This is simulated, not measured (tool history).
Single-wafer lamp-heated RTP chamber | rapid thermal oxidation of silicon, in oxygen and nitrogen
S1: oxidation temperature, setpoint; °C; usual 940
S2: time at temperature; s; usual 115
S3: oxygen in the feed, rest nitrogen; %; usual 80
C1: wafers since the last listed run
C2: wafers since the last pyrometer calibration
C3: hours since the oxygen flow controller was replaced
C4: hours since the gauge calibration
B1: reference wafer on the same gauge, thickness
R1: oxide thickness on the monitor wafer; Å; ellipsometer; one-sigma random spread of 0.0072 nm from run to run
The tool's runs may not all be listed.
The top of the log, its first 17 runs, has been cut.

run	hour	S1	S2	S3	C1	C2	C3	C4	B1	R1
18	959.3	940	115	80	684	1912	79.4	348	4.21	48
19	994.6	915	97	96	379	2292	114.7	383.3	4.21	39.59
20	1023.2	926	115	80	307	2600	143.3	411.9	4.209	43.36
21	1063.3	917	85	94	431	3032	183.4	452	4.21	37.97
22	1091.9	940	115	80	307	3339	212	480.6	4.209	48.09
23	1136.7	940	115	80	482	3821	256.8	525.4	4.21	48.09
24	1189.5	940	115	80	568	4390	309.6	578.2	4.211	48.09
25	1260.8	940	60	92	767	5157	380.9	649.5	4.209	38.77
26	1305.9	952	83	93	485	5642	426	694.6	4.209	48.04
27	1360.1	918	159	80	583	6226	480.2	748.8	4.21	46.92
28	1427.9	955	91	98	729	6955	548	816.6	4.21	52.3
29	1475.6	940	115	98	513	7469	595.7	864.3	4.21	51.63
# hour 1501.5: pyrometer window cleaned and pyrometer calibrated
30	1522.4	940	115	80	417	225	642.5	911.1	4.209	48.1
31	1589.9	940	115	80	726	951	710	978.6	4.209	48.03
32	1643.6	951	68	54	577	1529	763.7	1032.3	4.21	37.52
33	1686.4	965	164	98	460	1990	806.5	1075.1	4.21	73.14
34	1723.4	940	73	80	398	2388	843.5	1112.1	4.211	39.91
35	1753.4	940	79	80	322	2711	873.5	1142.1	4.212	41.25
36	1815.2	940	115	80	665	3376	935.3	1203.9	4.211	48.17
37	1866.9	930	80	59	556	3932	987	1255.6	4.209	35.77
38	1917.8	940	98	69	547	4480	1037.9	1306.5	4.21	43.08

Each row is a separate what-if for the run after 38, all from the same tool condition, not one after another. Results?
A	1918.2	931	115	80	4	4484	1038.3	1306.9	?	?
B	1918.2	940	159	88	4	4484	1038.3	1306.9	?	?
C	1918.2	956	115	80	4	4484	1038.3	1306.9	?	?
D	1918.2	948	88	71	4	4484	1038.3	1306.9	?	?

run	B1	R1
A	4.21	45.13
B	4.21	57.28
C	4.21	54.41
D	4.21	44.06
Take away the tool's hidden state, keep each run's random variation, and the runs would have read:
run	R1
A	44.97
B	57.06
C	54.21
D	43.91
